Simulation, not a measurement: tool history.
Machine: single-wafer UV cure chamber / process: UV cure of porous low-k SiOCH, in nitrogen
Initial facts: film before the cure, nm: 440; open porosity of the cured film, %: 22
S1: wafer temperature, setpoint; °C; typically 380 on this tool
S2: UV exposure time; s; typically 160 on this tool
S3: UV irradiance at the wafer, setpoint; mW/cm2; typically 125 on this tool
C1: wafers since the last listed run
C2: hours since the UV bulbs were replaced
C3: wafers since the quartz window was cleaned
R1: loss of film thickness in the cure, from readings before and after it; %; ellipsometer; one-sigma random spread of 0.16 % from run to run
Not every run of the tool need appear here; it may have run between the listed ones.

Run 1, hour 0: usual settings; C1 0; C2 2346.4; C3 1211. Result: R1 8.648 %.
Run 2, hour 12.4: usual settings; C1 86; C2 2358.8; C3 1298. Result: R1 8.939 %.
Run 3, hour 45.5: usual settings; C1 231; C2 2391.9; C3 1529. Result: R1 8.933 %.
Run 4, hour 81.3: usual settings; C1 249; C2 2427.7; C3 1779. Result: R1 8.822 %.
Run 5, hour 115.2: usual settings but S1 395 °C, S3 94 mW/cm2; C1 236; C2 2461.6; C3 2015. Result: R1 7.836 %.
Run 6, hour 148.2: usual settings but S2 85 s; C1 230; C2 2494.6; C3 2246. Result: R1 6.133 %.
Run 7, hour 229.8: usual settings but S2 85 s; C1 569; C2 2576.2; C3 2815. Result: R1 6.199 %.
Run 8, hour 251.9: usual settings but S1 368 °C; C1 154; C2 2598.3; C3 2969. Result: R1 8.433 %.
Run 9, hour 268.4: usual settings but S1 368 °C; C1 115; C2 2614.8; C3 3085. Result: R1 8.538 %.
Run 10, hour 282: usual settings but S1 368 °C; C1 94; C2 2628.4; C3 3180. Result: R1 8.694 %.
At hour 302.3: quartz window cleaned.
Run 11, hour 304.8: usual settings but S3 153 mW/cm2; C1 103; C2 2651.2; C3 17. Result: R1 9.718 %.
Run 12, hour 333.9: usual settings but S3 140 mW/cm2; C1 203; C2 2680.3; C3 220. Result: R1 9.346 %.
Run 13, hour 362.2: usual settings but S3 140 mW/cm2; C1 197; C2 2708.6; C3 418. Result: R1 9.376 %.
Run 14, hour 384.2: usual settings; C1 153; C2 2730.6; C3 571. Result: R1 8.604 %.
Run 15, hour 420: usual settings but S1 398 °C, S3 152 mW/cm2; C1 249; C2 2766.4; C3 821. Result: R1 10 %.
Run 16, hour 442.4: usual settings but S1 372 °C, S3 160 mW/cm2; C1 156; C2 2788.8; C3 977. Result: R1 9.964 %.
At hour 458.7: UV bulbs replaced.
Run 17, hour 462: usual settings but S1 373 °C, S2 240 s; C1 80; C2 3.3; C3 1058. Result: R1 12.709 %.
Run 18, hour 512.9: usual settings; C1 355; C2 54.2; C3 1414. Result: R1 10.641 %.
Run 19, hour 536.4: usual settings but S2 70 s; C1 164; C2 77.7; C3 1578. Result: R1 7.045 %.
Run 20, hour 568.4: usual settings; C1 223; C2 109.7; C3 1801. Result: R1 10.521 %.
Run 21, hour 591.7: usual settings but S1 374 °C, S3 153 mW/cm2; C1 162; C2 133; C3 1964. Result: R1 11.256 %.
Run 22, hour 616.1: usual settings but S1 390 °C, S2 85 s, S3 109 mW/cm2; C1 170; C2 157.4; C3 2134. Result: R1 7.308 %.
Run 23, hour 651: usual settings but S1 361 °C, S2 95 s, S3 87 mW/cm2; C1 243; C2 192.3; C3 2378. Result: R1 6.197 %.
Run 24, hour 671.1: usual settings but S2 250 s, S3 165 mW/cm2; C1 140; C2 212.4; C3 2518. Result: R1 13.52 %.
Run 25, hour 689.3: usual settings but S1 372 °C, S2 75 s, S3 92 mW/cm2; C1 127; C2 230.6; C3 2645. Result: R1 5.726 %.
Run 26, hour 719.6: usual settings but S2 200 s; C1 211; C2 260.9; C3 2856. Result: R1 11.418 %.

Each run again, without the hidden state but with its own random variation kept:
Hidden conditions of the tool in this case: lamp output below its setpoint, %; transmission lost against a clean window, %.
run      R1
  1  10.665
  2  11.026
  3  11.026
  4  10.897
  5   9.862
  6   8.032
  7   8.134
  8  10.488
  9  10.622
 10  10.818
 11  11.881
 12  11.498
 13   11.54
 14  10.681
 15  12.193
 16  12.194
 17  12.874
 18    10.9
 19   7.321
 20  10.888
 21  11.672
 22   7.727
 23   6.644
 24  14.104
 25   6.221
 26  12.078
